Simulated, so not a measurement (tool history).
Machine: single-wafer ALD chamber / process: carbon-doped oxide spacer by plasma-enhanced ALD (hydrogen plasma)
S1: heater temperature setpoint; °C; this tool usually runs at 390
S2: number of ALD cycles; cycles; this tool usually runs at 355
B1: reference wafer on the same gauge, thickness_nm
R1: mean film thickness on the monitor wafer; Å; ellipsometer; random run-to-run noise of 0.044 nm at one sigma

Run 1, hour 0: usual settings; B1 18.69. Result: R1 176.79 Å.
Run 2, hour 61.1: usual settings; B1 18.717. Result: R1 177.58 Å.
Run 3, hour 144.9: usual settings; B1 18.694. Result: R1 176.46 Å.
Run 4, hour 209.1: usual settings; B1 18.706. Result: R1 176.05 Å.
Run 5, hour 265.8: usual settings but S1 379 °C, S2 408 cycles; B1 18.693. Result: R1 203.5 Å.
Run 6, hour 366.2: usual settings but S1 379 °C, S2 408 cycles; B1 18.699. Result: R1 202.86 Å.
Run 7, hour 456.2: usual settings but S1 379 °C, S2 408 cycles; B1 18.692. Result: R1 202.48 Å.
Run 8, hour 496.8: usual settings but S1 384 °C; B1 18.667. Result: R1 176.51 Å.
Run 9, hour 540.4: usual settings; B1 18.713. Result: R1 177.35 Å.
Run 10, hour 607.1: usual settings; B1 18.693. Result: R1 176.68 Å.
Run 11, hour 711.8: usual settings; B1 18.692. Result: R1 176.89 Å.
At hour 801.2: gauge calibrated.
Run 12, hour 804.5: usual settings; B1 18.734. Result: R1 176.77 Å.
Run 13, hour 1124.3: usual settings; B1 18.683. Result: R1 176.2 Å.
Run 14, hour 1182.9: usual settings but S1 380 °C, S2 295 cycles; B1 18.705. Result: R1 146.6 Å.
Run 15, hour 1226.5: usual settings but S1 382 °C, S2 285 cycles; B1 18.686. Result: R1 141.81 Å.
Run 16, hour 1316.5: usual settings but S2 320 cycles; B1 18.709. Result: R1 159.6 Å.
Run 17, hour 1406: usual settings but S2 419 cycles; B1 18.676. Result: R1 208.74 Å.
Run 18, hour 1462.9: usual settings but S1 377 °C, S2 296 cycles; B1 18.717. Result: R1 147.19 Å.
At hour 1547.1: thermocouple changed; heater temperature recalibrated.
Run 19, hour 1553.1: usual settings but S1 386 °C, S2 337 cycles; B1 18.7. Result: R1 167.79 Å.
Run 20, hour 1611.3: usual settings but S1 379 °C, S2 408 cycles; B1 18.716. Result: R1 202.89 Å.
Run 21, hour 1683.3: usual settings but S1 398 °C, S2 390 cycles; B1 18.695. Result: R1 194.43 Å.
Run 22, hour 1758.4: usual settings but S1 379 °C, S2 408 cycles; B1 18.67. Result: R1 203.33 Å.
Run 23, hour 1798.8: usual settings; B1 18.705. Result: R1 176.08 Å.
Run 24, hour 1876.6: usual settings but S1 378 °C, S2 392 cycles; B1 18.704. Result: R1 195.56 Å.
At hour 1909.6: gauge calibrated.
Run 25, hour 1959: usual settings but S2 399 cycles; B1 18.724. Result: R1 199.13 Å.
Run 26, hour 2010.6: usual settings; B1 18.693. Result: R1 176.37 Å.
Run 27, hour 2083.7: usual settings but S2 308 cycles; B1 18.734. Result: R1 152.92 Å.

Hidden state, per run?
wafer temperature above the value expected at the setpoint (K): 0 on each run
gauge reads high (%): 0 on each run
